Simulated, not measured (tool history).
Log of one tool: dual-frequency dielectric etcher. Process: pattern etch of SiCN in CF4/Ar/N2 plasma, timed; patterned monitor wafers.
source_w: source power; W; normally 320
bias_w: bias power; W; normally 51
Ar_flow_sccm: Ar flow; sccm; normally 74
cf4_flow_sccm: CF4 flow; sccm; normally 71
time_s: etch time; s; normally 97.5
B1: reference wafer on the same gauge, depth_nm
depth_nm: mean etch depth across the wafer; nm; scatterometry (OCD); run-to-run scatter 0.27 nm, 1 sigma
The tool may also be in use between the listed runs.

Run 1, hour 0: usual settings; B1 49. Result: depth_nm 59.1 nm.
Run 2, hour 33.3: usual settings; B1 49.1. Result: depth_nm 59.6 nm.
Run 3, hour 83.3: usual settings; B1 49.2. Result: depth_nm 59.8 nm.
Run 4, hour 115.6: usual settings; B1 49. Result: depth_nm 59.8 nm.
At hour 147.6: wet clean of the chamber.
Run 5, hour 171.6: usual settings; B1 49.1. Result: depth_nm 57.7 nm.
Run 6, hour 213.9: usual settings but bias_w 60 W, time_s 88 s; B1 49. Result: depth_nm 55.2 nm.
At hour 272.4: CF4 flow controller replaced.
Run 7, hour 281.3: usual settings but bias_w 60 W, time_s 88 s; B1 49.1. Result: depth_nm 55.8 nm.
Run 8, hour 320.3: usual settings but source_w 270 W, cf4_flow_sccm 64 sccm, time_s 75.5 s; B1 49.1. Result: depth_nm 39.1 nm.
At hour 336.3: gauge calibrated.
At hour 358.2: upper electrode replaced.
Run 9, hour 377.7: usual settings but bias_w 43 W, cf4_flow_sccm 78 sccm, time_s 74.5 s; B1 49.1. Result: depth_nm 42 nm.
At hour 418.5: Ar flow controller replaced.
Run 10, hour 445.2: usual settings but bias_w 47 W, cf4_flow_sccm 62 sccm; B1 49.1. Result: depth_nm 56.5 nm.
Run 11, hour 481.8: usual settings but bias_w 47 W, cf4_flow_sccm 85 sccm, time_s 69 s; B1 49.1. Result: depth_nm 41.1 nm.
Run 12, hour 509.6: usual settings but Ar_flow_sccm 82 sccm, time_s 124.5 s; B1 49. Result: depth_nm 74 nm.
At hour 514.7: bias power generator calibrated.
Run 13, hour 540.3: usual settings but source_w 340 W, bias_w 45 W, Ar_flow_sccm 81 sccm; B1 49. Result: depth_nm 58.6 nm.
Run 14, hour 584.2: usual settings; B1 49.1. Result: depth_nm 59.9 nm.
At hour 611.1: source power generator calibrated.
Run 15, hour 616.4: usual settings but bias_w 55 W, cf4_flow_sccm 64 sccm; B1 49.2. Result: depth_nm 60.5 nm.
Run 16, hour 650.2: usual settings but bias_w 40 W, Ar_flow_sccm 68 sccm; B1 49. Result: depth_nm 54.6 nm.
At hour 709.5: wet clean of the chamber.
Run 17, hour 710: usual settings but cf4_flow_sccm 86 sccm; B1 49.2. Result: depth_nm 58.3 nm.
Run 18, hour 757.1: usual settings but time_s 116 s; B1 49.1. Result: depth_nm 69.2 nm.
Run 19, hour 827.6: usual settings; B1 49.1. Result: depth_nm 58.5 nm.
Run 20, hour 854.3: usual settings but bias_w 61 W, Ar_flow_sccm 62 sccm; B1 49.1. Result: depth_nm 63.7 nm.

Below are 5 alternative next runs, each starting from the tool's condition after run 20. Predict each:
Run A, hour 854.7: usual settings but time_s 123 s; B1 ?. Result: depth_nm ?.
Run B, hour 854.7: usual settings but Ar_flow_sccm 60 sccm, time_s 86 s; B1 ?. Result: depth_nm ?.
Run C, hour 854.7: usual settings but source_w 260 W; B1 ?. Result: depth_nm ?.
Run D, hour 854.7: usual settings but time_s 69 s; B1 ?. Result: depth_nm ?.
Run E, hour 854.7: usual settings but time_s 111.5 s; B1 ?. Result: depth_nm ?.

run    B1  depth_nm
  A  49.1      73.5
  B  49.1      52.6
  C  49.1      49.7
  D  49.1      41.3
  E  49.1      66.7
The same runs, with their run-to-run variation unchanged, on a tool lacking any hidden condition would have given:
run  depth_nm
  A      72.2
  B      51.6
  C      48.8
  D      40.5
  E      65.4
